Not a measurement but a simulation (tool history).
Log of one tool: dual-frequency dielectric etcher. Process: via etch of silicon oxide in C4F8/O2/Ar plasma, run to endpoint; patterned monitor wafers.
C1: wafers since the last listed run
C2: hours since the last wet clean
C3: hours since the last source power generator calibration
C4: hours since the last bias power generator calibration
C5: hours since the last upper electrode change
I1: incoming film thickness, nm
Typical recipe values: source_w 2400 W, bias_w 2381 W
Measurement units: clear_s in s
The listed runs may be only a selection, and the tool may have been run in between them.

run 1 hour=0.0 | source_w=2130 bias_w=2381 | C1=0 C2=303.8 C3=3621.7 C4=2934.4 C5=5111.2 | I1=1278.5 | clear_s=194.4
run 2 hour=29.2 | source_w=2590 bias_w=2381 | C1=192 C2=333.0 C3=3650.9 C4=2963.6 C5=5140.4 | I1=1290.0 | clear_s=187.4
-- hour=64.8 wet clean of the chamber
run 3 hour=65.3 | source_w=2590 bias_w=2381 | C1=79 C2=0.5 C3=3687.0 C4=2999.7 C5=5176.5 | I1=1290.0 | clear_s=179.0
run 4 hour=73.0 | source_w=2400 bias_w=2381 | C1=50 C2=8.2 C3=3694.7 C4=3007.4 C5=5184.2 | I1=1278.9 | clear_s=183.4
run 5 hour=86.5 | source_w=2400 bias_w=2381 | C1=89 C2=21.7 C3=3708.2 C4=3020.9 C5=5197.7 | I1=1280.3 | clear_s=181.4
run 6 hour=100.6 | source_w=2400 bias_w=2381 | C1=93 C2=35.8 C3=3722.3 C4=3035.0 C5=5211.8 | I1=1290.7 | clear_s=184.6
run 7 hour=120.9 | source_w=2400 bias_w=2381 | C1=134 C2=56.1 C3=3742.6 C4=3055.3 C5=5232.1 | I1=1282.3 | clear_s=183.5
run 8 hour=151.8 | source_w=2400 bias_w=2381 | C1=204 C2=87.0 C3=3773.5 C4=3086.2 C5=5263.0 | I1=1286.7 | clear_s=184.5
run 9 hour=174.9 | source_w=2400 bias_w=2381 | C1=152 C2=110.1 C3=3796.6 C4=3109.3 C5=5286.1 | I1=1282.3 | clear_s=184.6
run 10 hour=200.8 | source_w=2400 bias_w=2381 | C1=171 C2=136.0 C3=3822.5 C4=3135.2 C5=5312.0 | I1=1265.7 | clear_s=182.5
run 11 hour=215.7 | source_w=2400 bias_w=2381 | C1=98 C2=150.9 C3=3837.4 C4=3150.1 C5=5326.9 | I1=1288.5 | clear_s=185.9
-- hour=235.3 bias power generator calibrated
-- hour=237.3 source power generator calibrated
run 12 hour=250.9 | source_w=2060 bias_w=2947 | C1=193 C2=186.1 C3=13.6 C4=15.6 C5=5362.1 | I1=1282.2 | clear_s=177.4
-- hour=288.7 upper electrode replaced
run 13 hour=289.2 | source_w=2690 bias_w=2926 | C1=94 C2=224.4 C3=51.9 C4=53.9 C5=0.5 | I1=1287.3 | clear_s=167.1
run 14 hour=303.4 | source_w=2870 bias_w=2133 | C1=93 C2=238.6 C3=66.1 C4=68.1 C5=14.7 | I1=1280.7 | clear_s=188.8
run 15 hour=362.0 | source_w=2870 bias_w=2133 | C1=387 C2=297.2 C3=124.7 C4=126.7 C5=73.3 | I1=1287.4 | clear_s=191.4
-- hour=409.1 wet clean of the chamber
run 16 hour=409.6 | source_w=2400 bias_w=1857 | C1=155 C2=0.5 C3=172.3 C4=174.3 C5=120.9 | I1=1284.3 | clear_s=204.2
run 17 hour=428.3 | source_w=1990 bias_w=1982 | C1=123 C2=19.2 C3=191.0 C4=193.0 C5=139.6 | I1=1292.0 | clear_s=207.4
run 18 hour=445.9 | source_w=2400 bias_w=2381 | C1=116 C2=36.8 C3=208.6 C4=210.6 C5=157.2 | I1=1290.7 | clear_s=183.0
run 19 hour=481.4 | source_w=2400 bias_w=2381 | C1=234 C2=72.3 C3=244.1 C4=246.1 C5=192.7 | I1=1294.1 | clear_s=184.7
run 20 hour=510.7 | source_w=2400 bias_w=2381 | C1=193 C2=101.6 C3=273.4 C4=275.4 C5=222.0 | I1=1285.4 | clear_s=185.4
run 21 hour=526.0 | source_w=2660 bias_w=1791 | C1=101 C2=116.9 C3=288.7 C4=290.7 C5=237.3 | I1=1278.3 | clear_s=205.4
run 22 hour=549.2 | source_w=2890 bias_w=2857 | C1=153 C2=140.1 C3=311.9 C4=313.9 C5=260.5 | I1=1289.4 | clear_s=165.2

Consider 3 possible next runs. They are alternatives, not a sequence: every one starts from the tool as it was left by run 22. What does each give?
run A hour=549.7 | source_w=2100 bias_w=2381 | C1=3 C2=140.6 C3=312.4 C4=314.4 C5=261.0 | I1=1285.7 | clear_s=?
run B hour=549.7 | source_w=1830 bias_w=2093 | C1=3 C2=140.6 C3=312.4 C4=314.4 C5=261.0 | I1=1285.7 | clear_s=?
run C hour=549.7 | source_w=2590 bias_w=2901 | C1=3 C2=140.6 C3=312.4 C4=314.4 C5=261.0 | I1=1285.7 | clear_s=?

run=A clear_s=190.5
run=B clear_s=207.4
run=C clear_s=167.1
What these runs would have given with no unlogged condition in the tool:
run=A clear_s=187.8
run=B clear_s=204.6
run=C clear_s=164.8

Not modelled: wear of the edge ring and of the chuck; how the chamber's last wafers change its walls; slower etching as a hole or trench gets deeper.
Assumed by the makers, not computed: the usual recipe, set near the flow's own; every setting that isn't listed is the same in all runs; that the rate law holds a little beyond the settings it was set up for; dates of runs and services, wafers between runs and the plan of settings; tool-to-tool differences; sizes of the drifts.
